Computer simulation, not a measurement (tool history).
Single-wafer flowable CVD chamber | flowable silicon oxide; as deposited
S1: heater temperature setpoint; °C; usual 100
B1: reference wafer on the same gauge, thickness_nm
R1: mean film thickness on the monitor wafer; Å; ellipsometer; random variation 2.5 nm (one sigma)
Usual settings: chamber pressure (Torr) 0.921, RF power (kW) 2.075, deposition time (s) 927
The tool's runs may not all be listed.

run 1 hour=0.0 | S1=112 chamber_pressure_(Torr)=0.776 RF_power_(kW)=2.075 deposition_time_(s)=927 | B1=629.859 | R1=3336.11
run 2 hour=16.5 | S1=112 chamber_pressure_(Torr)=0.776 RF_power_(kW)=2.075 deposition_time_(s)=927 | B1=628.796 | R1=3329.92
run 3 hour=24.7 | S1=100 chamber_pressure_(Torr)=0.921 RF_power_(kW)=2.075 deposition_time_(s)=927 | B1=629.397 | R1=6076.57
run 4 hour=41.4 | S1=100 chamber_pressure_(Torr)=0.921 RF_power_(kW)=2.075 deposition_time_(s)=927 | B1=628.094 | R1=6046.07
run 5 hour=81.3 | S1=100 chamber_pressure_(Torr)=0.921 RF_power_(kW)=2.075 deposition_time_(s)=927 | B1=629.892 | R1=6048.84
run 6 hour=99.1 | S1=100 chamber_pressure_(Torr)=0.921 RF_power_(kW)=2.075 deposition_time_(s)=927 | B1=629.539 | R1=6029.50
run 7 hour=113.7 | S1=108 chamber_pressure_(Torr)=0.921 RF_power_(kW)=2.075 deposition_time_(s)=927 | B1=628.146 | R1=4461.49
run 8 hour=121.3 | S1=100 chamber_pressure_(Torr)=1.053 RF_power_(kW)=2.075 deposition_time_(s)=927 | B1=628.962 | R1=6880.69
run 9 hour=132.8 | S1=100 chamber_pressure_(Torr)=1.053 RF_power_(kW)=2.075 deposition_time_(s)=927 | B1=629.623 | R1=6838.21
run 10 hour=139.2 | S1=100 chamber_pressure_(Torr)=1.053 RF_power_(kW)=2.075 deposition_time_(s)=927 | B1=628.788 | R1=6865.63
-- hour=155.5 capacitance manometer re-zeroed and calibrated
run 11 hour=156.0 | S1=111 chamber_pressure_(Torr)=0.921 RF_power_(kW)=2.075 deposition_time_(s)=927 | B1=629.281 | R1=3975.44
run 12 hour=169.3 | S1=100 chamber_pressure_(Torr)=0.921 RF_power_(kW)=1.890 deposition_time_(s)=1049 | B1=628.936 | R1=6620.93
run 13 hour=184.5 | S1=90 chamber_pressure_(Torr)=0.921 RF_power_(kW)=2.490 deposition_time_(s)=927 | B1=629.599 | R1=8976.27
-- hour=197.8 showerhead replaced
-- hour=201.9 gauge calibrated
run 14 hour=202.4 | S1=100 chamber_pressure_(Torr)=0.921 RF_power_(kW)=2.075 deposition_time_(s)=927 | B1=629.709 | R1=5975.77
run 15 hour=212.6 | S1=86 chamber_pressure_(Torr)=0.921 RF_power_(kW)=2.455 deposition_time_(s)=927 | B1=628.923 | R1=10337.28
-- hour=221.6 RF generator calibrated
-- hour=226.8 thermocouple changed; heater temperature recalibrated
run 16 hour=227.3 | S1=93 chamber_pressure_(Torr)=0.921 RF_power_(kW)=2.075 deposition_time_(s)=927 | B1=629.329 | R1=8749.24
run 17 hour=238.2 | S1=93 chamber_pressure_(Torr)=0.921 RF_power_(kW)=2.075 deposition_time_(s)=927 | B1=628.939 | R1=8758.62
run 18 hour=250.5 | S1=88 chamber_pressure_(Torr)=0.821 RF_power_(kW)=2.295 deposition_time_(s)=986 | B1=629.368 | R1=10101.26
run 19 hour=258.2 | S1=115 chamber_pressure_(Torr)=0.921 RF_power_(kW)=2.075 deposition_time_(s)=1006 | B1=628.432 | R1=4166.11
run 20 hour=275.3 | S1=115 chamber_pressure_(Torr)=0.921 RF_power_(kW)=2.075 deposition_time_(s)=1006 | B1=630.001 | R1=4167.94
run 21 hour=290.0 | S1=112 chamber_pressure_(Torr)=0.921 RF_power_(kW)=2.285 deposition_time_(s)=927 | B1=629.204 | R1=4327.04
run 22 hour=299.7 | S1=92 chamber_pressure_(Torr)=0.983 RF_power_(kW)=1.830 deposition_time_(s)=927 | B1=629.360 | R1=9280.99
run 23 hour=310.4 | S1=100 chamber_pressure_(Torr)=0.999 RF_power_(kW)=2.470 deposition_time_(s)=927 | B1=629.394 | R1=7355.66

Forecast each of these 5 alternatives for the next run:
run A hour=311.1 | S1=100 chamber_pressure_(Torr)=0.921 RF_power_(kW)=2.200 deposition_time_(s)=927 | B1=? | R1=?
run B hour=311.1 | S1=95 chamber_pressure_(Torr)=1.014 RF_power_(kW)=2.075 deposition_time_(s)=927 | B1=? | R1=?
run C hour=311.1 | S1=100 chamber_pressure_(Torr)=0.921 RF_power_(kW)=2.420 deposition_time_(s)=1062 | B1=? | R1=?
run D hour=311.1 | S1=88 chamber_pressure_(Torr)=0.995 RF_power_(kW)=1.900 deposition_time_(s)=927 | B1=? | R1=?
run E hour=311.1 | S1=100 chamber_pressure_(Torr)=0.715 RF_power_(kW)=2.075 deposition_time_(s)=1024 | B1=? | R1=?

run=A B1=628.627 R1=6698.99
run=B B1=628.627 R1=8744.72
run=C B1=628.627 R1=7790.95
run=D B1=628.627 R1=10850.75
run=E B1=628.627 R1=5748.36
Without the tool's hidden state the same runs would have given:
run=A R1=6776.10
run=B R1=8842.61
run=C R1=7880.62
run=D R1=10959.10
run=E R1=5814.52
